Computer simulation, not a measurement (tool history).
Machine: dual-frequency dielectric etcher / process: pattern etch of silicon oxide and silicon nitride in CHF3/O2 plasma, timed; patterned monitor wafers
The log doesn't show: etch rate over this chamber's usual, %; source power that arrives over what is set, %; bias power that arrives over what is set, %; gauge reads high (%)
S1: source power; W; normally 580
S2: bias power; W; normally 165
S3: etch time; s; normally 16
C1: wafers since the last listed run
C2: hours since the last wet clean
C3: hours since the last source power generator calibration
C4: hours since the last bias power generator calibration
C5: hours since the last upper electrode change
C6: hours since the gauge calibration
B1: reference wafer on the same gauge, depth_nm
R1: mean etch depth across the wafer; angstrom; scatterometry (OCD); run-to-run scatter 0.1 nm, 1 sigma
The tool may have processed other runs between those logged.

Run 1, day 0: usual settings but S3 14 s; C1 0; C2 455.6; C3 3902.2; C4 2532.7; C5 3649.2; C6 249.7; B1 25.64. Result: R1 201.4 angstrom.
Run 2, day 0.588: usual settings but S1 530 W; C1 341; C2 469.7; C3 3916.3; C4 2546.8; C5 3663.3; C6 263.8; B1 25.63. Result: R1 227.5 angstrom.
Run 3, day 1.262: usual settings but S1 530 W; C1 392; C2 485.9; C3 3932.5; C4 2563; C5 3679.5; C6 280; B1 25.61. Result: R1 227.8 angstrom.
Run 4, day 1.642: usual settings but S1 530 W; C1 220; C2 495; C3 3941.6; C4 2572.1; C5 3688.6; C6 289.1; B1 25.57. Result: R1 228.3 angstrom.
At day 1.908: gauge calibrated.
Run 5, day 2.017: usual settings; C1 218; C2 504; C3 3950.6; C4 2581.1; C5 3697.6; C6 2.6; B1 25.66. Result: R1 233.1 angstrom.
Run 6, day 2.579: usual settings; C1 327; C2 517.5; C3 3964.1; C4 2594.6; C5 3711.1; C6 16.1; B1 25.59. Result: R1 230.3 angstrom.
Run 7, day 3.175: usual settings but S2 175 W; C1 346; C2 531.8; C3 3978.4; C4 2608.9; C5 3725.4; C6 30.4; B1 25.64. Result: R1 234.3 angstrom.
Run 8, day 3.612: usual settings but S2 175 W; C1 254; C2 542.3; C3 3988.9; C4 2619.4; C5 3735.9; C6 40.9; B1 25.65. Result: R1 234.6 angstrom.
At day 4.912: wet clean of the chamber.
Run 9, day 4.933: usual settings but S2 175 W; C1 186; C2 0.5; C3 4020.6; C4 2651.1; C5 3767.6; C6 72.6; B1 25.58. Result: R1 236 angstrom.
Run 10, day 4.946: usual settings but S1 620 W; C1 7; C2 0.8; C3 4020.9; C4 2651.4; C5 3767.9; C6 72.9; B1 25.64. Result: R1 235.9 angstrom.
Run 11, day 4.958: usual settings but S1 620 W; C1 7; C2 1.1; C3 4021.2; C4 2651.7; C5 3768.2; C6 73.2; B1 25.64. Result: R1 235.2 angstrom.
At day 6.258: upper electrode replaced.
Run 12, day 6.279: usual settings; C1 186; C2 32.8; C3 4052.9; C4 2683.4; C5 0.5; C6 104.9; B1 25.57. Result: R1 231.2 angstrom.
Run 13, day 6.292: usual settings but S3 20.5 s; C1 7; C2 33.1; C3 4053.2; C4 2683.7; C5 0.8; C6 105.2; B1 25.6. Result: R1 296.7 angstrom.
Run 14, day 6.658: usual settings but S1 490 W, S2 187 W, S3 18.5 s; C1 213; C2 41.9; C3 4062; C4 2692.5; C5 9.6; C6 114; B1 25.6. Result: R1 266.3 angstrom.
Run 15, day 7.071: usual settings but S1 460 W, S2 184 W, S3 12.5 s; C1 239; C2 51.8; C3 4071.9; C4 2702.4; C5 19.5; C6 123.9; B1 25.6. Result: R1 174.7 angstrom.
Run 16, day 7.371: usual settings; C1 174; C2 59; C3 4079.1; C4 2709.6; C5 26.7; C6 131.1; B1 25.62. Result: R1 230.9 angstrom.
Run 17, day 7.704: usual settings but S1 470 W, S2 199 W, S3 19 s; C1 193; C2 67; C3 4087.1; C4 2717.6; C5 34.7; C6 139.1; B1 25.59. Result: R1 274.1 angstrom.
Run 18, day 8.038: usual settings but S1 510 W, S2 179 W, S3 17.5 s; C1 193; C2 75; C3 4095.1; C4 2725.6; C5 42.7; C6 147.1; B1 25.55. Result: R1 251.3 angstrom.
Run 19, day 8.621: usual settings but S3 14 s; C1 339; C2 89; C3 4109.1; C4 2739.6; C5 56.7; C6 161.1; B1 25.61. Result: R1 204.5 angstrom.
Run 20, day 9.142: usual settings but S1 490 W, S2 187 W, S3 18.5 s; C1 302; C2 101.5; C3 4121.6; C4 2752.1; C5 69.2; C6 173.6; B1 25.65. Result: R1 265.8 angstrom.
Run 21, day 10.796: usual settings; C1 962; C2 141.2; C3 4161.3; C4 2791.8; C5 108.9; C6 213.3; B1 25.57. Result: R1 231.6 angstrom.
At day 11.012: source power generator calibrated.
Run 22, day 11.075: usual settings but S1 710 W, S2 140 W, S3 12.5 s; C1 65; C2 147.9; C3 1.5; C4 2798.5; C5 115.6; C6 220; B1 25.58. Result: R1 184 angstrom.
At day 11.446: bias power generator calibrated.
Run 23, day 11.775: usual settings but S1 630 W; C1 310; C2 164.7; C3 18.3; C4 7.9; C5 132.4; C6 236.8; B1 25.61. Result: R1 235.4 angstrom.
At day 12.058: gauge calibrated.
Run 24, day 12.133: usual settings but S2 200 W; C1 208; C2 173.3; C3 26.9; C4 16.5; C5 141; C6 1.8; B1 25.59. Result: R1 244 angstrom.
Run 25, day 12.867: usual settings; C1 426; C2 190.9; C3 44.5; C4 34.1; C5 158.6; C6 19.4; B1 25.6. Result: R1 231.2 angstrom.
Run 26, day 13.446: usual settings; C1 336; C2 204.8; C3 58.4; C4 48; C5 172.5; C6 33.3; B1 25.64. Result: R1 232.5 angstrom.
Run 27, day 14.129: usual settings but S1 520 W, S2 194 W, S3 11 s; C1 397; C2 221.2; C3 74.8; C4 64.4; C5 188.9; C6 49.7; B1 25.63. Result: R1 161.3 angstrom.
Run 28, day 14.421: usual settings but S3 12 s; C1 169; C2 228.2; C3 81.8; C4 71.4; C5 195.9; C6 56.7; B1 25.61. Result: R1 172.4 angstrom.
Run 29, day 14.817: usual settings; C1 230; C2 237.7; C3 91.3; C4 80.9; C5 205.4; C6 66.2; B1 25.63. Result: R1 232.6 angstrom.
Run 30, day 15.433: usual settings but S1 500 W; C1 358; C2 252.5; C3 106.1; C4 95.7; C5 220.2; C6 81; B1 25.64. Result: R1 224.3 angstrom.
Run 31, day 16.162: usual settings but S1 700 W, S2 185 W, S3 19 s; C1 424; C2 270; C3 123.6; C4 113.2; C5 237.7; C6 98.5; B1 25.62. Result: R1 296 angstrom.

Across each entry between runs, compare the hidden state at the last listed run before it with the hidden state at the first listed run after it:
Run 4 -> run 5: gauge calibrated (day 1.908)
  both runs share identical hidden conditions
Run 8 -> run 9: wet clean of the chamber (day 4.912)
  both runs share identical hidden conditions
Run 11 -> run 12: upper electrode replaced (day 6.258)
  both runs share identical hidden conditions
Run 21 -> run 22: source power generator calibrated (day 11.012)
  both runs share identical hidden conditions
Run 22 -> run 23: bias power generator calibrated (day 11.446)
  both runs share identical hidden conditions
Run 23 -> run 24: gauge calibrated (day 12.058)
  both runs share identical hidden conditions
